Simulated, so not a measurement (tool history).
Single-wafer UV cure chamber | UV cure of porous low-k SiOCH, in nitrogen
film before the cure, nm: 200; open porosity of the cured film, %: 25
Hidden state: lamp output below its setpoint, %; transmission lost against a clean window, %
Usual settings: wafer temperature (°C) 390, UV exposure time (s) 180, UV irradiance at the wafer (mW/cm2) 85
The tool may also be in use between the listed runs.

run,day,wafer temperature (°C),UV exposure time (s),UV irradiance at the wafer (mW/cm2),wafers since the last listed run,hours since the UV bulbs were replaced,wafers since the quartz window was cleaned,loss of film thickness in the cure (%)
1,0.000,390,180,85,0,2014.3,3312,10.611
2,0.692,390,180,85,144,2030.9,3456,10.532
3,1.012,390,180,85,66,2038.6,3523,10.439
4,1.350,390,180,85,70,2046.7,3593,10.445
5,1.842,390,180,85,102,2058.5,3696,10.369
6,2.258,390,180,85,86,2068.5,3782,10.334
7,2.717,390,180,61,95,2079.5,3878,8.930
8,2.975,390,180,61,53,2085.7,3932,8.733
# day 3.350: quartz window cleaned
9,3.371,390,180,67,13,2095.2,3,10.151
10,3.600,390,115,48,47,2100.7,51,6.754
11,3.858,390,180,85,53,2106.9,105,11.247
# day 4.462: UV bulbs replaced
12,4.575,384,150,85,79,2.7,185,10.249
13,5.033,396,250,123,95,13.7,280,14.497
14,5.729,380,125,85,144,30.4,425,9.285
15,6.429,390,180,121,145,47.2,571,12.657
16,7.067,402,180,85,132,62.5,704,11.376
17,8.704,383,75,72,341,101.8,1045,6.473
18,9.054,390,180,85,72,110.2,1118,11.120
19,9.404,371,85,85,72,118.6,1191,7.450

Hidden state at the last listed run before each entry between runs and at the first one after, where it differs:
Between runs 8 and 9: quartz window cleaned (day 3.350)
  transmission lost against a clean window, %: 18.7 -> 0.18
  measured less the result without the state, loss of film thickness in the cure (%): -0.922 -> -0.009
Between runs 11 and 12: UV bulbs replaced (day 4.462)
  transmission lost against a clean window, %: 0.193 -> 0.256
  measured less the result without the state, loss of film thickness in the cure (%): -0.009 -> -0.011
